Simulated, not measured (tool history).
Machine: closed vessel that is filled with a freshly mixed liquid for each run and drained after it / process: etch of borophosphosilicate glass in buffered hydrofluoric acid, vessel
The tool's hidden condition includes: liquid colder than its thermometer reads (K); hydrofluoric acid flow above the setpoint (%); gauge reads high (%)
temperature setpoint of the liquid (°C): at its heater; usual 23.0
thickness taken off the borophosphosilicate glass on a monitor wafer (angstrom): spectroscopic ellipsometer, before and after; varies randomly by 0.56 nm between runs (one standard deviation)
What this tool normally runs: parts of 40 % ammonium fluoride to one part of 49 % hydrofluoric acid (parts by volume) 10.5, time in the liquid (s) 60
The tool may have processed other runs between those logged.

run,hour,temperature setpoint of the liquid (°C),parts of 40 % ammonium fluoride to one part of 49 % hydrofluoric acid (parts by volume),time in the liquid (s),wafers since the last listed run,hours since the thermometer was replaced,hours since the hydrofluoric acid flow meter was replaced,hours since the gauge calibration,"read-back film thickness of the borophosphosilicate glass reference wafer, read on the same gauge (nm)",thickness taken off the borophosphosilicate glass on a monitor wafer (angstrom)
1,0.0,24.0,7.5,60,0,1427.2,980.6,2028.5,100.04,985.7
2,76.6,24.0,7.5,60,8587,1503.8,1057.2,2105.1,100.02,995.0
3,159.3,23.0,10.5,60,9271,1586.5,1139.9,2187.8,99.97,692.7
4,477.0,23.0,10.5,60,35618,1904.2,1457.6,2505.5,99.98,672.5
5,579.0,23.0,10.5,60,11435,2006.2,1559.6,2607.5,99.95,683.2
6,862.8,24.5,10.5,60,31817,2290.0,1843.4,2891.3,100.03,750.4
7,1136.0,24.5,10.5,60,30629,2563.2,2116.6,3164.5,100.03,744.9
8,1200.3,23.0,10.5,60,7208,2627.5,2180.9,3228.8,100.03,684.5
# hour 1254.3: hydrofluoric acid flow meter replaced
# hour 1263.6: thermometer replaced
9,1268.1,23.0,10.5,60,7377,4.5,13.8,3296.6,100.03,667.8
10,1369.4,23.0,10.5,60,11357,105.8,115.1,3397.9,99.99,673.5
11,1475.3,24.0,7.5,60,11872,211.7,221.0,3503.8,100.00,975.1
12,1563.5,21.5,10.5,60,9888,299.9,309.2,3592.0,100.02,623.6
13,1619.0,20.5,10.5,70,6222,355.4,364.7,3647.5,100.05,692.0
14,1709.7,19.5,9.5,30,10168,446.1,455.4,3738.2,100.02,298.1
# hour 1727.3: gauge calibrated
15,1766.8,23.0,10.5,60,6401,503.2,512.5,39.5,100.00,680.2
16,1855.0,21.5,14.0,60,9888,591.4,600.7,127.7,100.01,464.8
17,1916.1,23.0,10.5,60,6850,652.5,661.8,188.8,100.03,670.4
18,1978.2,25.0,9.0,85,6962,714.6,723.9,250.9,99.98,1211.0
19,2024.9,23.0,10.5,60,5235,761.3,770.6,297.6,100.00,678.9
20,2106.4,26.0,10.5,60,9137,842.8,852.1,379.1,100.01,808.9
21,2184.1,27.0,7.5,80,8711,920.5,929.8,456.8,100.01,1548.2
22,2248.8,23.0,13.5,40,7253,985.2,994.5,521.5,99.97,355.8
23,2320.5,26.5,9.0,60,8038,1056.9,1066.2,593.2,100.06,932.1
24,2356.9,23.0,6.5,45,4080,1093.3,1102.6,629.6,100.03,802.6
25,2478.3,23.0,10.5,60,13610,1214.7,1224.0,751.0,100.03,683.3
26,2542.0,23.0,10.5,60,7141,1278.4,1287.7,814.7,100.02,683.7
27,2597.9,19.5,10.5,60,6267,1334.3,1343.6,870.6,100.00,563.5
28,2687.7,23.0,7.5,85,10067,1424.1,1433.4,960.4,100.02,1331.6
29,2742.4,26.0,12.5,60,6132,1478.8,1488.1,1015.1,99.99,688.3
30,2824.6,20.5,13.5,60,9215,1561.0,1570.3,1097.3,99.99,471.7

The tool's hidden state at each run:
gauge reads high (%): 0 at every run
H1: liquid colder than its thermometer reads (K)
H2: hydrofluoric acid flow above the setpoint (%)
run,H1,H2
1,0.428,4.29
2,0.45,4.55
3,0.474,4.83
4,0.568,5.9
5,0.598,6.24
6,0.681,7.2
7,0.762,8.11
8,0.781,8.33
9,0.0384,0.497
10,0.0682,0.838
11,0.0994,1.19
12,0.125,1.49
13,0.142,1.68
14,0.168,1.98
15,0.185,2.17
16,0.211,2.47
17,0.229,2.68
18,0.247,2.88
19,0.261,3.04
20,0.285,3.32
21,0.308,3.58
22,0.327,3.79
23,0.348,4.04
24,0.359,4.16
25,0.395,4.57
26,0.413,4.78
27,0.43,4.97
28,0.456,5.27
29,0.472,5.45
30,0.496,5.73
